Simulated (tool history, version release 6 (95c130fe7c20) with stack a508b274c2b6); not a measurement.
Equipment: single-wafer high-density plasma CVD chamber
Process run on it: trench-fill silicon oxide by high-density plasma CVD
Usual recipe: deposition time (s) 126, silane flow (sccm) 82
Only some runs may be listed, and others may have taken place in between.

run	day	deposition time (s)	silane flow (sccm)	read-back reference wafer on the same gauge, thickness_nm	mean film thickness on the monitor wafer (angstrom)
1	0.000	126	88	1299.144	12344.52
2	0.508	126	82	1300.567	11604.95
3	1.483	126	82	1299.307	11540.96
4	2.412	126	82	1300.018	11600.63
5	3.792	126	82	1299.026	11603.76
6	4.596	126	82	1300.808	11576.43
7	5.371	126	82	1301.249	11529.96
8	6.279	126	82	1299.787	11562.43
9	7.267	126	82	1299.039	11577.75
10	8.683	126	82	1300.450	11609.00
11	10.121	117	82	1299.590	10794.34
12	10.654	117	82	1300.758	10798.80
13	11.829	117	82	1300.296	10776.71
14	12.962	126	82	1299.462	11564.17
15	14.296	126	82	1299.918	11614.54
# day 14.662: gauge calibrated
16	15.608	126	82	1300.798	11590.08
17	16.308	126	82	1299.177	11646.94
18	17.625	126	82	1298.303	11632.40
19	18.492	126	82	1301.184	11630.19
20	19.175	126	82	1300.601	11565.91
21	20.342	126	82	1300.785	11684.61
22	21.758	112	82	1298.882	10355.19
23	22.600	126	82	1298.936	11644.54
24	23.692	126	82	1300.348	11637.91
25	24.512	148	91	1298.101	15217.60
26	25.558	110	72	1302.336	8949.48
27	26.162	136	66	1298.723	10148.47
28	27.438	126	87	1299.294	12367.42
29	28.612	114	82	1299.174	10610.13
30	29.404	107	82	1300.144	9948.52
31	30.067	126	82	1300.233	11740.53
# day 31.200: silane flow controller replaced
32	31.221	110	75	1300.018	8746.17
33	32.033	126	82	1300.237	10880.04
34	32.904	126	82	1300.121	10935.03
35	36.571	126	82	1300.874	10983.05
36	37.467	126	82	1299.283	10948.65
37	38.088	104	90	1300.278	9983.93
# day 38.771: gauge calibrated
38	39.450	126	82	1299.336	10932.06
39	40.808	110	82	1298.497	9589.45
40	41.692	140	82	1299.596	12113.86
41	43.079	126	82	1299.827	10914.30
42	45.133	126	70	1301.994	9396.68

List, for all runs, the conditions of the tool that the log does not record:
gauge reads high (%): 0, the same for each run
H1: delivered silane flow above the setpoint (%)
run	H1
1	6.35
2	6.37
3	6.41
4	6.44
5	6.5
6	6.53
7	6.56
8	6.59
9	6.63
10	6.69
11	6.74
12	6.76
13	6.81
14	6.85
15	6.9
16	6.95
17	6.98
18	7.03
19	7.06
20	7.09
21	7.13
22	7.19
23	7.22
24	7.26
25	7.3
26	7.34
27	7.36
28	7.41
29	7.45
30	7.48
31	7.51
32	0.393
33	0.424
34	0.457
35	0.599
36	0.633
37	0.657
38	0.71
39	0.762
40	0.796
41	0.85
42	0.929
